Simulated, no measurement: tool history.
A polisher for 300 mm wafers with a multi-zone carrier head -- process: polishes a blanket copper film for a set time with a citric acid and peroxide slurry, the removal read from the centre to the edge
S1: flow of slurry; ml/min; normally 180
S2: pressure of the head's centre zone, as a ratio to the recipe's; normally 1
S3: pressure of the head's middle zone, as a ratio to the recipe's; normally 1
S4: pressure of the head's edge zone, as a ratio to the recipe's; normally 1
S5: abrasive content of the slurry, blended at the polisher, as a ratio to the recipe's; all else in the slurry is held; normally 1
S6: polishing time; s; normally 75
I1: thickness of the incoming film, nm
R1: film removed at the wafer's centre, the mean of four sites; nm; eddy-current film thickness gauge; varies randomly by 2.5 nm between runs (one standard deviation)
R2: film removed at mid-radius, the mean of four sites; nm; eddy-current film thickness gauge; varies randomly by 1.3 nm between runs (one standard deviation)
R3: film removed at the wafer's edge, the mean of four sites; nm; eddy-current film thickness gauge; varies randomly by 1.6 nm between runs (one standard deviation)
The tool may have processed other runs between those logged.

run,hour,S1,S2,S3,S4,S5,S6,I1,R1,R2,R3
1,0,180,1,1,1,1,75,986,180.2,170.7,176.1
2,90.7,180,1,1,1,1,86,985.7,210.7,197.3,197.5
# hour 145.5: carrier head's membrane replaced by a new one
3,158.2,180,1,1,1,1,86,974.2,207.9,196.4,199.7
# hour 188.4: worn pad replaced by a new one
# hour 204.1: edge zone pressure recalibrated
4,207.2,180,1,1,1,1,86,977.2,207.7,195.5,198.1
# hour 216.5: centre zone pressure recalibrated
5,245.3,180,1,1,1,1,75,971.8,170.4,168.2,171.9
# hour 417.3: slurry nozzle cleaned
6,440.5,180,1,1,1,1,75,972.2,181.2,173,172.9
7,501.7,180,1,1,1,1,75,960.5,178.1,173,172.8
8,565.5,180,1,1,1,1,75,974,176,171.7,173.9
# hour 714: worn pad replaced by a new one
9,735.3,180,1,1.06,1,1,75,987,176.9,175.2,170.9
10,787.5,180,1,1,1,1,75,981.7,176.4,165.5,168.8
11,868.6,180,1,1,1,1,75,989.9,173.4,160,167.7
# hour 914.1: slurry nozzle cleaned
12,914.5,125,1.11,1,1,1.3,97,969.1,272.4,225,232.3
13,1016.5,180,1,1,0.93,0.75,65,980.7,146.9,132.6,127.7
# hour 1047.2: edge zone pressure recalibrated
# hour 1048.9: centre zone pressure recalibrated
14,1068.9,180,1,1,1,1,75,952.9,170,171.7,172.5
15,1117.7,180,1,1,1,1,88,953.7,198.7,198.9,201.6
16,1167.9,210,1,1,1,1,75,983.3,175.5,174.1,175.2
# hour 1206.2: worn pad replaced by a new one
# hour 1258.6: carrier head's membrane replaced by a new one
# hour 1455: slurry nozzle cleaned
17,1465,230,1,1,1,0.75,75,973.2,169.4,161,161.2
18,1520.7,180,1,1.09,0.88,1,75,964.7,181.9,185.3,163.1
19,1558.2,245,1,1,1,1,75,967.2,186.7,180.5,183.7
# hour 1656.4: worn pad replaced by a new one
20,1656.9,180,1,1,0.9,1,53,962.7,131.4,120.7,115.2

List, for all runs, the conditions of the tool that the log does not record:
removal rate lost through wear of the pad, %: 0 across all the runs
deviation of the edge zone's pressure from its setpoint, %: 0 across all the runs
H1: slurry flow missing at the pad, %
H2: deviation of the centre zone's pressure from its setpoint, %
run,H1,H2
1,1.3,2.36
2,3.29,3.93
3,6.07,5.27
4,8.78,6.35
5,11.3,0.147
6,0.519,1.01
7,1.32,1.55
8,3.14,2.26
9,12.8,4.83
10,17.2,5.82
11,25.3,7.55
12,2.71,8.64
13,3.99,11.3
14,5.64,-0.592
15,7.78,-0.517
16,10.6,-0.352
17,1.09,2.42
18,1.61,3.29
19,2.38,3.93
20,6.06,5.85

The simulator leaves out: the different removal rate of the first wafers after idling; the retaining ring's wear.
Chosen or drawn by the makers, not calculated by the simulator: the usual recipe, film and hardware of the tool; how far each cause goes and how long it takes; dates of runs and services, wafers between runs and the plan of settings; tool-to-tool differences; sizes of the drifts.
